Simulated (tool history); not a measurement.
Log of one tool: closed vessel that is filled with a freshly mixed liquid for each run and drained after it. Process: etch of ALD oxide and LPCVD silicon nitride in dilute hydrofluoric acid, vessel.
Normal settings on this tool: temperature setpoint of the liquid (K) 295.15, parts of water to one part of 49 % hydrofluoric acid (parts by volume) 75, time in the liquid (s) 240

run     day  temperature setpoint of the liquid (K)  parts of water to one part of 49 % hydrofluoric acid (parts by volume)  time in the liquid (s)  wafers since the last listed run  hours since the thermometer was replaced  hours since the hydrofluoric acid flow meter was replaced  hours since the gauge calibration  read-back film thickness of the ALD oxide reference wafer, read on the same gauge (nm)  read-back film thickness of the LPCVD silicon nitride reference wafer, read on the same gauge (nm)  thickness taken off the ALD oxide on a monitor wafer (Å)  thickness taken off the LPCVD silicon nitride on a monitor wafer (Å)
  1       0                                  295.15                                                                      75                     240                                 0                                     966.2                                                      290.9                              129.7                                                                                   49.97                                                                                              99.997                                                     262.6                                                                 12.27
  2   0.512                                  295.15                                                                      75                     240                              1490                                     978.5                                                      303.2                                142                                                                                   49.94                                                                                              99.997                                                     261.6                                                                 13.23
  3   1.138                                  295.15                                                                      75                     240                              1817                                     993.5                                                      318.2                                157                                                                                   50.01                                                                                              99.996                                                     264.4                                                                 12.47
  4   1.512                                  295.15                                                                      75                     240                              1090                                    1002.5                                                      327.2                                166                                                                                   49.97                                                                                             100.012                                                     262.1                                                                 12.69
  5   1.933                                  295.15                                                                      75                     240                              1223                                    1012.6                                                      337.3                              176.1                                                                                      50                                                                                             100.002                                                     262.2                                                                 12.09
  6     2.6                                  295.15                                                                      75                     240                              1938                                    1028.6                                                      353.3                              192.1                                                                                   50.05                                                                                              99.972                                                     259.4                                                                 12.55
  7   3.062                                  295.15                                                                      75                     240                              1345                                    1039.7                                                      364.4                              203.2                                                                                   49.99                                                                                              99.987                                                       260                                                                 12.87
  8    3.55                                  295.15                                                                      75                     240                              1417                                    1051.4                                                      376.1                              214.9                                                                                   50.01                                                                                             100.017                                                     261.5                                                                 11.78
  9   3.812                                  295.15                                                                      75                     240                               763                                    1057.7                                                      382.4                              221.2                                                                                   49.98                                                                                             100.012                                                     260.2                                                                 12.02
 10   4.392                                  295.15                                                                      75                     240                              1684                                    1071.6                                                      396.3                              235.1                                                                                      50                                                                                              99.985                                                     259.2                                                                 12.28
      4.721  -- thermometer replaced
 11   4.762                                  295.15                                                                      75                     240                               957                                         1                                                      405.2                                244                                                                                   50.06                                                                                               99.99                                                     291.3                                                                 14.87
 12   5.179                                  292.65                                                                      75                     240                              1211                                        11                                                      415.2                                254                                                                                   49.95                                                                                              99.983                                                     263.9                                                                 12.62
 13   5.904                                  290.65                                                                      65                     355                              2108                                      28.4                                                      432.6                              271.4                                                                                   50.05                                                                                              99.994                                                     419.6                                                                 18.38
 14   6.217                                  295.15                                                                      75                     240                               908                                      35.9                                                      440.1                              278.9                                                                                   49.93                                                                                              99.986                                                     289.6                                                                 14.94
 15   6.875                                  296.65                                                                      40                     290                              1914                                      51.7                                                      455.9                              294.7                                                                                   49.99                                                                                             100.001                                                     736.6                                                                 37.92
      7.208  -- gauge calibrated
 16   7.229                                  295.15                                                                      40                     240                              1029                                      60.2                                                      464.4                                0.5                                                                                   50.03                                                                                              99.982                                                     562.5                                                                 27.02
      8.379  -- hydrofluoric acid flow meter replaced
 17   9.271                                  295.15                                                                      75                     240                              5816                                     109.2                                                       21.4                               49.5                                                                                   50.06                                                                                             100.008                                                     289.1                                                                 14.65
 18   9.938                                  295.15                                                                      75                     240                              1938                                     125.2                                                       37.4                               65.5                                                                                   49.99                                                                                              99.997                                                     286.3                                                                  14.4
 19  10.512                                  295.15                                                                      60                     240                              1672                                       139                                                       51.2                               79.3                                                                                   50.01                                                                                              99.992                                                     372.4                                                                 17.73
 20  11.079                                  299.15                                                                      65                     130                              1647                                     152.6                                                       64.8                               92.9                                                                                   50.03                                                                                             100.019                                                     213.5                                                                 11.61
 21    11.5                                  291.65                                                                      75                     175                              1223                                     162.7                                                       74.9                                103                                                                                   49.99                                                                                              99.973                                                     181.8                                                                   8.2
 22    12.1                                  295.15                                                                      35                     345                              1744                                     177.1                                                       89.3                              117.4                                                                                   49.94                                                                                             100.006                                                     936.6                                                                 45.64
 23  12.646                                  297.65                                                                      75                     240                              1587                                     190.2                                                      102.4                              130.5                                                                                   50.01                                                                                             100.023                                                     316.1                                                                 17.68
 24  13.025                                  295.15                                                                      75                     240                              1102                                     199.3                                                      111.5                              139.6                                                                                   49.98                                                                                             100.006                                                     287.1                                                                 14.02
 25  13.554                                  295.15                                                                      75                     240                              1538                                       212                                                      124.2                              152.3                                                                                   50.03                                                                                             100.023                                                       284                                                                  14.8
 26  13.892                                  298.65                                                                      45                     135                               981                                     220.1                                                      132.3                              160.4                                                                                   49.98                                                                                             100.007                                                     320.4                                                                 16.77

Here are 4 independent what-if runs from the current tool condition. What would each one return?
  A  13.921                                  295.15                                                                      75                     240                                84                                     220.8                                                        133                              161.1                                                                                       ?                                                                                                   ?                                                         ?                                                                     ?
  B  13.921                                  296.65                                                                     105                     170                                84                                     220.8                                                        133                              161.1                                                                                       ?                                                                                                   ?                                                         ?                                                                     ?
  C  13.921                                  295.15                                                                      35                     240                                84                                     220.8                                                        133                              161.1                                                                                       ?                                                                                                   ?                                                         ?                                                                     ?
  D  13.921                                  295.15                                                                      95                     240                                84                                     220.8                                                        133                              161.1                                                                                       ?                                                                                                   ?                                                         ?                                                                     ?

run  read-back film thickness of the ALD oxide reference wafer, read on the same gauge (nm)  read-back film thickness of the LPCVD silicon nitride reference wafer, read on the same gauge (nm)  thickness taken off the ALD oxide on a monitor wafer (Å)  thickness taken off the LPCVD silicon nitride on a monitor wafer (Å)
  A                                                                                   49.99                                                                                             100.019                                                       288                                                                 14.89
  B                                                                                   49.99                                                                                             100.019                                                     149.4                                                                  8.38
  C                                                                                   49.99                                                                                             100.019                                                     648.3                                                                 31.28
  D                                                                                   49.99                                                                                             100.019                                                       222                                                                 11.81
Had the tool no hidden state, the same runs would have come out as:
run  thickness taken off the ALD oxide on a monitor wafer (Å)  thickness taken off the LPCVD silicon nitride on a monitor wafer (Å)
  A                                                     295.7                                                                 15.55
  B                                                     153.3                                                                  8.75
  C                                                     666.1                                                                  32.7
  D                                                     227.9                                                                 12.33
